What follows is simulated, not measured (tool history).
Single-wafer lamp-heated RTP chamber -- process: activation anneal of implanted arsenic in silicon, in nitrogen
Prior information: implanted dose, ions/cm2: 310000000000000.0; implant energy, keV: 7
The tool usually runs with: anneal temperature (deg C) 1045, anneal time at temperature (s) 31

run	hour	anneal temperature (deg C)	anneal time at temperature (s)	read-back reference wafer on the same gauge, sheet resistance	sheet resistance of the implanted and annealed layer (ohm/square)
1	0.0	1045	42	311.02	293.68
2	67.8	1045	31	311.00	299.45
3	137.3	1063	41	311.02	285.84
# hour 209.0: reflector plate cleaned
4	232.4	1066	31	310.92	293.84
5	320.5	1066	31	311.04	290.43
# hour 369.7: pyrometer window cleaned and pyrometer calibrated
6	370.2	1066	31	310.94	294.39
7	471.3	1045	31	311.01	302.48
8	530.9	1045	31	311.06	300.78
9	619.6	1045	31	311.08	300.92
10	717.2	1045	31	311.10	299.52
11	824.9	1045	31	311.15	297.85
# hour 980.2: gauge calibrated
# hour 1076.3: pyrometer window cleaned and pyrometer calibrated
12	1137.0	1034	31	311.06	306.00
13	1220.5	1034	31	310.84	305.21
14	1287.0	1045	31	311.13	300.10
15	1370.4	1045	31	311.10	299.19
16	1432.3	1045	31	311.00	299.17
17	1513.5	1045	31	311.06	298.71
# hour 1540.0: reflector plate cleaned
18	1584.0	1056	31	311.04	296.29
19	1676.7	1023	31	310.99	309.48
# hour 1707.5: pyrometer window cleaned and pyrometer calibrated
20	1739.5	1036	42	311.08	301.55
21	1789.1	1061	31	310.87	296.24
22	1835.6	1017	31	311.01	314.52
23	1877.3	1073	42	311.07	283.65
24	1952.8	1021	16	311.06	322.81
25	2237.9	1045	31	311.01	297.65
# hour 2328.7: pyrometer window cleaned and pyrometer calibrated
26	2337.5	1045	31	310.82	302.24
27	2381.2	1045	23	310.93	306.85
28	2473.7	1061	17	310.82	305.25
29	2513.3	1045	39	310.91	296.94
30	2552.5	1045	15	311.11	314.70
31	2599.4	1059	22	311.15	299.49
32	2685.3	1024	48	311.09	299.16
# hour 2715.1: reflector plate cleaned
# hour 2769.9: gauge calibrated
33	2778.5	1057	24	310.89	301.50
34	2864.3	1033	17	311.00	315.16
# hour 2962.1: pyrometer window cleaned and pyrometer calibrated
35	3142.0	1045	31	311.20	301.58
36	3212.3	1067	25	310.86	295.14
37	3269.3	1045	31	310.88	300.55

Alternative continuations, all from the tool just after run 37; predict every row:
A	3269.7	1045	31	?	?
B	3269.7	1067	44	?	?
C	3269.7	1024	14	?	?

run	read-back reference wafer on the same gauge, sheet resistance	sheet resistance of the implanted and annealed layer (ohm/square)
A	310.91	300.07
B	310.91	283.63
C	310.91	322.28
With the hidden condition removed and each run's random variation left untouched, the same runs would have given:
run	sheet resistance of the implanted and annealed layer (ohm/square)
A	305.45
B	289.31
C	326.77
